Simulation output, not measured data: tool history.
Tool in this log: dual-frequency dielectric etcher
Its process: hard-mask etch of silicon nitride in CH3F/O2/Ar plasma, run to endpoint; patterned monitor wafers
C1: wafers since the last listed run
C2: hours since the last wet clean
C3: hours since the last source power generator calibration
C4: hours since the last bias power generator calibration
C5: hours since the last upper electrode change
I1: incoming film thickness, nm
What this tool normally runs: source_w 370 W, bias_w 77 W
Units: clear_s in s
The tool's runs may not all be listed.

{"run": 1, "hour": 0.0, "source_w": 370, "bias_w": 77, "C1": 0, "C2": 410.4, "C3": 2429.5, "C4": 4221.3, "C5": 5958.7, "I1": 42.37, "clear_s": 67.6}
{"run": 2, "hour": 9.7, "source_w": 370, "bias_w": 77, "C1": 101, "C2": 420.1, "C3": 2439.2, "C4": 4231, "C5": 5968.4, "I1": 41.7, "clear_s": 66.9}
{"run": 3, "hour": 21.3, "source_w": 370, "bias_w": 77, "C1": 121, "C2": 431.7, "C3": 2450.8, "C4": 4242.6, "C5": 5980, "I1": 41.86, "clear_s": 66.7}
{"run": 4, "hour": 39.2, "source_w": 370, "bias_w": 77, "C1": 186, "C2": 449.6, "C3": 2468.7, "C4": 4260.5, "C5": 5997.9, "I1": 41.82, "clear_s": 66.8}
{"run": 5, "hour": 49.9, "source_w": 370, "bias_w": 77, "C1": 111, "C2": 460.3, "C3": 2479.4, "C4": 4271.2, "C5": 6008.6, "I1": 41.97, "clear_s": 67.1}
{"run": 6, "hour": 57.5, "source_w": 370, "bias_w": 77, "C1": 79, "C2": 467.9, "C3": 2487, "C4": 4278.8, "C5": 6016.2, "I1": 41.65, "clear_s": 66.8}
{"run": 7, "hour": 74.4, "source_w": 370, "bias_w": 77, "C1": 176, "C2": 484.8, "C3": 2503.9, "C4": 4295.7, "C5": 6033.1, "I1": 41.98, "clear_s": 67.2}
{"hour": 100.6, "done": "source power generator calibrated"}
{"hour": 101.1, "done": "upper electrode replaced"}
{"run": 8, "hour": 101.6, "source_w": 370, "bias_w": 77, "C1": 236, "C2": 512, "C3": 1, "C4": 4322.9, "C5": 0.5, "I1": 41.58, "clear_s": 66.9}
{"run": 9, "hour": 102.2, "source_w": 370, "bias_w": 77, "C1": 6, "C2": 512.6, "C3": 1.6, "C4": 4323.5, "C5": 1.1, "I1": 41.87, "clear_s": 67.3}
{"run": 10, "hour": 112.5, "source_w": 410, "bias_w": 77, "C1": 107, "C2": 522.9, "C3": 11.9, "C4": 4333.8, "C5": 11.4, "I1": 42.03, "clear_s": 65.1}
{"run": 11, "hour": 119.3, "source_w": 370, "bias_w": 77, "C1": 70, "C2": 529.7, "C3": 18.7, "C4": 4340.6, "C5": 18.2, "I1": 41.95, "clear_s": 67.7}
{"run": 12, "hour": 126.2, "source_w": 430, "bias_w": 66, "C1": 72, "C2": 536.6, "C3": 25.6, "C4": 4347.5, "C5": 25.1, "I1": 41.95, "clear_s": 66.8}
{"run": 13, "hour": 136.2, "source_w": 440, "bias_w": 92, "C1": 104, "C2": 546.6, "C3": 35.6, "C4": 4357.5, "C5": 35.1, "I1": 41.99, "clear_s": 59.7}
{"run": 14, "hour": 142.9, "source_w": 320, "bias_w": 93, "C1": 69, "C2": 553.3, "C3": 42.3, "C4": 4364.2, "C5": 41.8, "I1": 41.91, "clear_s": 67.4}
{"hour": 163.0, "done": "bias power generator calibrated"}
{"hour": 167.3, "done": "wet clean of the chamber"}
{"run": 15, "hour": 177.6, "source_w": 310, "bias_w": 77, "C1": 275, "C2": 10.3, "C3": 77, "C4": 14.6, "C5": 76.5, "I1": 42.53, "clear_s": 70.4}
{"run": 16, "hour": 186.5, "source_w": 430, "bias_w": 72, "C1": 92, "C2": 19.2, "C3": 85.9, "C4": 23.5, "C5": 85.4, "I1": 41.8, "clear_s": 62.2}
{"run": 17, "hour": 199.1, "source_w": 420, "bias_w": 93, "C1": 131, "C2": 31.8, "C3": 98.5, "C4": 36.1, "C5": 98, "I1": 42.29, "clear_s": 58.5}
{"run": 18, "hour": 209.8, "source_w": 330, "bias_w": 71, "C1": 111, "C2": 42.5, "C3": 109.2, "C4": 46.8, "C5": 108.7, "I1": 41.89, "clear_s": 69.5}
{"run": 19, "hour": 227.7, "source_w": 330, "bias_w": 83, "C1": 186, "C2": 60.4, "C3": 127.1, "C4": 64.7, "C5": 126.6, "I1": 42.51, "clear_s": 67.2}
{"run": 20, "hour": 237.8, "source_w": 370, "bias_w": 77, "C1": 105, "C2": 70.5, "C3": 137.2, "C4": 74.8, "C5": 136.7, "I1": 42.24, "clear_s": 65.8}

Consider 5 possible next runs. They are alternatives, not a sequence: every one starts from the tool as it was left by run 20. What does each give?
{"run": "A", "hour": 238.2, "source_w": 370, "bias_w": 77, "C1": 4, "C2": 70.9, "C3": 137.6, "C4": 75.2, "C5": 137.1, "I1": 42.08, "clear_s": "?"}
{"run": "B", "hour": 238.2, "source_w": 320, "bias_w": 62, "C1": 4, "C2": 70.9, "C3": 137.6, "C4": 75.2, "C5": 137.1, "I1": 42.08, "clear_s": "?"}
{"run": "C", "hour": 238.2, "source_w": 310, "bias_w": 96, "C1": 4, "C2": 70.9, "C3": 137.6, "C4": 75.2, "C5": 137.1, "I1": 42.08, "clear_s": "?"}
{"run": "D", "hour": 238.2, "source_w": 300, "bias_w": 89, "C1": 4, "C2": 70.9, "C3": 137.6, "C4": 75.2, "C5": 137.1, "I1": 42.08, "clear_s": "?"}
{"run": "E", "hour": 238.2, "source_w": 430, "bias_w": 90, "C1": 4, "C2": 70.9, "C3": 137.6, "C4": 75.2, "C5": 137.1, "I1": 42.08, "clear_s": "?"}

run=A clear_s=65.3
run=B clear_s=74
run=C clear_s=64.9
run=D clear_s=67.4
run=E clear_s=58.5
Had the tool no hidden state, the same runs would have come out as:
run=A clear_s=64.7
run=B clear_s=73.4
run=C clear_s=64.4
run=D clear_s=66.9
run=E clear_s=58

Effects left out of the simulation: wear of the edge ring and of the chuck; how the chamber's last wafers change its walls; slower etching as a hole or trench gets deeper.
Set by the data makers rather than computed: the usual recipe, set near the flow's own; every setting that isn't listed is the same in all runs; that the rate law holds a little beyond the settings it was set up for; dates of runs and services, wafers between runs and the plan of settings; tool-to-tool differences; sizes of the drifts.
